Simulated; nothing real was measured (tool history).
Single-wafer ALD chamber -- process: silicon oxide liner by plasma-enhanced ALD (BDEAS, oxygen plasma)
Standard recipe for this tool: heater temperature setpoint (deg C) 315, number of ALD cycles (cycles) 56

run   hour  heater temperature setpoint (deg C)  number of ALD cycles (cycles)  read-back reference wafer on the same gauge, thickness_nm  mean film thickness on the monitor wafer (Å)
  1      0                                  315                             56                                                      4.745                                         51.75
  2   58.3                                  315                             56                                                      4.741                                         51.69
      68.8  -- gauge calibrated
  3  192.8                                  315                             56                                                      4.757                                         51.81
  4    229                                  315                             56                                                       4.75                                          51.9
  5  265.8                                  315                             56                                                      4.744                                         51.86
  6  336.8                                  315                             56                                                      4.737                                         51.52
  7  401.6                                  315                             56                                                       4.73                                         51.38
     418.9  -- thermocouple changed; heater temperature recalibrated
  8    432                                  308                             56                                                      4.728                                         51.95
     497.2  -- gauge calibrated
  9    500                                  325                             51                                                      4.804                                         47.15
 10  528.8                                  321                             47                                                      4.786                                         43.32
 11    584                                  315                             56                                                      4.767                                         51.77
 12  624.5                                  315                             56                                                      4.752                                         51.81
 13  659.8                                  302                             60                                                      4.746                                         56.47
 14  684.9                                  315                             56                                                      4.747                                         51.54

4 options for the next run, each taken on its own from the tool as it stands now. Forecast them:
  A  685.4                                  315                             62                                                          ?                                             ?
  B  685.4                                  302                             46                                                          ?                                             ?
  C  685.4                                  308                             46                                                          ?                                             ?
  D  685.4                                  315                             63                                                          ?                                             ?

run  read-back reference wafer on the same gauge, thickness_nm  mean film thickness on the monitor wafer (Å)
  A                                                       4.74                                         57.36
  B                                                       4.74                                         43.25
  C                                                       4.74                                         42.93
  D                                                       4.74                                         58.29
What these runs would have given with no unlogged condition in the tool:
run  mean film thickness on the monitor wafer (Å)
  A                                         58.19
  B                                         43.88
  C                                         43.56
  D                                         59.13
